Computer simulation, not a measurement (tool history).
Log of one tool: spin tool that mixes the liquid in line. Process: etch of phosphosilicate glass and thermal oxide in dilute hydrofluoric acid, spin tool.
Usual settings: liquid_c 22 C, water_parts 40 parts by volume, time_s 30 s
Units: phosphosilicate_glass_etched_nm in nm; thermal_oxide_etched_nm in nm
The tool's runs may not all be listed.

| run | hour | liquid_c | water_parts | time_s | wafers since the last listed run | hours since the thermometer was replaced | hours since the hydrofluoric acid flow meter was replaced | hours since the gauge calibration | read-back film thickness of the phosphosilicate glass reference wafer, read on the same gauge (nm) | read-back film thickness of the thermal oxide reference wafer, read on the same gauge (nm) | phosphosilicate_glass_etched_nm | thermal_oxide_etched_nm |
|---|---|---|---|---|---|---|---|---|---|---|---|---|
| 1 | 0 | 22 | 40 | 30 | 0 | 2180 | 294.4 | 504 | 150.01 | 139.976 | 103.13 | 3.674 |
| 2 | 102.3 | 22 | 40 | 30 | 1768 | 2282.3 | 396.7 | 606.3 | 149.98 | 140.011 | 103.41 | 3.574 |
| 3 | 141.2 | 22 | 40 | 30 | 672 | 2321.2 | 435.6 | 645.2 | 150.01 | 139.97 | 102.11 | 3.596 |
| 4 | 208.1 | 22 | 40 | 30 | 1156 | 2388.1 | 502.5 | 712.1 | 150 | 139.987 | 101.75 | 3.569 |
| 5 | 259.8 | 22 | 40 | 30 | 893 | 2439.8 | 554.2 | 763.8 | 150 | 139.972 | 102.28 | 3.647 |
| 6 | 315.9 | 22 | 40 | 30 | 970 | 2495.9 | 610.3 | 819.9 | 149.98 | 140.027 | 101.85 | 3.606 |
| 7 | 418.9 | 22 | 40 | 30 | 1780 | 2598.9 | 713.3 | 922.9 | 150.01 | 140.004 | 102.44 | 3.592 |
| 8 | 461.3 | 22 | 40 | 30 | 733 | 2641.3 | 755.7 | 965.3 | 150 | 139.985 | 101.72 | 3.608 |
| 9 | 533.5 | 22 | 40 | 30 | 1248 | 2713.5 | 827.9 | 1037.5 | 150 | 139.994 | 101.61 | 3.563 |
| 10 | 624.5 | 22 | 40 | 30 | 1573 | 2804.5 | 918.9 | 1128.5 | 150.01 | 140.025 | 100.97 | 3.592 |
|  | 679.3 | hydrofluoric acid flow meter replaced |
| 11 | 684.1 | 26 | 30 | 20 | 1013 | 2864.1 | 4.8 | 1188.1 | 150.01 | 140.015 | 110.24 | 3.903 |
|  | 693.2 | gauge calibrated |
| 12 | 770.6 | 25.5 | 40 | 30 | 1495 | 2950.6 | 91.3 | 77.4 | 149.99 | 140.005 | 119.95 | 4.218 |
|  | 793.1 | thermometer replaced |
| 13 | 858 | 22 | 40 | 30 | 1493 | 64.9 | 178.7 | 164.8 | 149.99 | 139.963 | 103.63 | 3.638 |
| 14 | 932.4 | 22 | 55 | 30 | 1286 | 139.3 | 253.1 | 239.2 | 150.01 | 139.996 | 73.35 | 2.588 |
| 15 | 976 | 20.5 | 40 | 40 | 753 | 182.9 | 296.7 | 282.8 | 149.99 | 140.013 | 127.71 | 4.581 |
| 16 | 1062.2 | 22 | 40 | 15 | 1490 | 269.1 | 382.9 | 369 | 150 | 140.048 | 51.88 | 1.789 |
| 17 | 1103.3 | 22 | 40 | 35 | 710 | 310.2 | 424 | 410.1 | 150 | 139.981 | 120.61 | 4.208 |
| 18 | 1141.2 | 22 | 50 | 25 | 655 | 348.1 | 461.9 | 448 | 149.99 | 139.96 | 67.58 | 2.379 |
| 19 | 1182.6 | 22 | 40 | 30 | 715 | 389.5 | 503.3 | 489.4 | 150.01 | 139.965 | 103.58 | 3.612 |
| 20 | 1257.4 | 22 | 40 | 30 | 1293 | 464.3 | 578.1 | 564.2 | 149.99 | 139.994 | 102.88 | 3.604 |
| 21 | 1328.7 | 20 | 45 | 45 | 1232 | 535.6 | 649.4 | 635.5 | 150 | 140.009 | 125.56 | 4.343 |

What the log doesn't show, run by run:
liquid colder than its thermometer reads (K): 0 in every run
gauge reads high (%): 0 in every run
H1: hydrofluoric acid flow below the setpoint (%)
| run | H1 |
|---|---|
| 1 | 1.08 |
| 2 | 1.35 |
| 3 | 1.45 |
| 4 | 1.63 |
| 5 | 1.77 |
| 6 | 1.91 |
| 7 | 2.19 |
| 8 | 2.3 |
| 9 | 2.49 |
| 10 | 2.73 |
| 11 | 0.0318 |
| 12 | 0.259 |
| 13 | 0.489 |
| 14 | 0.685 |
| 15 | 0.8 |
| 16 | 1.03 |
| 17 | 1.13 |
| 18 | 1.23 |
| 19 | 1.34 |
| 20 | 1.54 |
| 21 | 1.73 |
